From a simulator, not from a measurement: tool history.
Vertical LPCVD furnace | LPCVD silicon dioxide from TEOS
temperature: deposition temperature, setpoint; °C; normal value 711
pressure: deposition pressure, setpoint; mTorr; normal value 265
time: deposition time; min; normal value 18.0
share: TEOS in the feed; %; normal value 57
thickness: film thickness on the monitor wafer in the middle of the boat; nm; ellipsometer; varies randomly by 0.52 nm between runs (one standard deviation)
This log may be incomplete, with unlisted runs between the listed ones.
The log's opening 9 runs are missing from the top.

run	hour	temperature	pressure	time	share	read-back reference wafer on the same gauge, thickness	thickness
10	283.0	703	265	18.0	57	116.74	120.08
11	297.2	711	265	18.0	57	116.52	144.44
12	318.1	711	265	18.0	57	116.46	144.15
# hour 320.8: gauge calibrated
13	332.9	711	265	11.5	57	113.01	90.05
14	354.9	711	330	24.5	57	113.51	214.54
15	375.7	711	265	18.0	57	113.51	140.63
16	402.1	711	265	18.0	61	113.77	145.89
17	415.4	711	265	18.0	57	113.83	141.15
18	447.0	711	265	18.0	57	114.31	141.18
# hour 488.1: TEOS flow controller replaced
19	488.6	722	220	22.0	57	114.53	203.15
20	496.4	706	305	21.0	60	114.56	162.62
21	514.6	701	315	18.0	64	114.59	130.19
# hour 552.4: pressure gauge zeroed
22	552.9	708	240	18.0	67	115.06	137.00
23	556.2	716	210	12.0	52	114.82	90.03
24	583.6	711	290	18.0	52	115.01	142.78
25	614.3	701	315	18.0	64	115.15	131.61
26	643.4	711	265	11.0	57	115.23	88.01
27	667.5	711	265	18.0	57	115.21	143.17
28	686.9	700	230	18.0	67	115.52	112.41

For run 29, what comes out?
29	708.9	722	305	22.5	50	?	?

read-back reference wafer on the same gauge, thickness: 115.37
thickness: 229.91 nm
The same run, on a tool lacking any hidden state, would have yielded thickness 224.88 nm.
